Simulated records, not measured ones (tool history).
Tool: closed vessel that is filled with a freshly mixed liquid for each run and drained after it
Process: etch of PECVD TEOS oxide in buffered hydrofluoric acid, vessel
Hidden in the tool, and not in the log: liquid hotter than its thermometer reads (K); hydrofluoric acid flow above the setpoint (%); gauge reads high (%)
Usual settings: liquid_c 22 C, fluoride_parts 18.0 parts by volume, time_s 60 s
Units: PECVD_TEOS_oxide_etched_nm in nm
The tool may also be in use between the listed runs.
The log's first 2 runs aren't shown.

run,day,liquid_c,fluoride_parts,time_s,wafers since the last listed run,hours since the thermometer was replaced,hours since the hydrofluoric acid flow meter was replaced,hours since the gauge calibration,"read-back film thickness of the PECVD TEOS oxide reference wafer, read on the same gauge (nm)",PECVD_TEOS_oxide_etched_nm
3,0.754,22,18.0,45,1008,1813.5,1992.9,100.2,40.05,40.60
4,1.017,22,18.0,45,543,1819.8,1999.2,106.5,39.97,40.97
5,1.733,22,18.0,60,1483,1837.0,2016.4,123.7,40.03,53.54
6,2.017,22,18.0,60,586,1843.8,2023.2,130.5,39.95,54.05
7,2.279,22,18.0,60,543,1850.1,2029.5,136.8,40.01,53.63
8,2.704,22,18.0,50,879,1860.3,2039.7,147.0,39.98,45.14
9,3.071,22,18.0,60,758,1869.1,2048.5,155.8,40.00,53.87
10,3.438,22,18.0,60,758,1877.9,2057.3,164.6,40.05,54.05
# day 3.629: hydrofluoric acid flow meter replaced
11,4.125,22,18.0,60,1336,1894.4,11.9,181.1,40.04,53.85
# day 4.462: thermometer replaced
12,4.692,22,18.0,60,1086,5.5,25.5,194.7,39.98,54.12
13,5.396,22,18.0,60,1457,22.4,42.4,211.6,39.94,54.74
14,5.908,22,18.0,60,1060,34.7,54.7,223.9,40.00,54.34
15,6.267,22,14.5,60,741,43.3,63.3,232.5,39.97,67.53
16,7.008,22,23.5,60,1534,61.1,81.1,250.3,39.96,43.99

Run 17 comes next. What will it give?
17,7.658,22,18.0,60,1345,76.7,96.7,265.9,?,?

{"run 17": {"read-back film thickness of the PECVD TEOS oxide reference wafer, read on the same gauge (nm)": 39.99, "PECVD_TEOS_oxide_etched_nm": 54.09}}
Without the tool's hidden state the same run would have given PECVD_TEOS_oxide_etched_nm 54.09 nm.
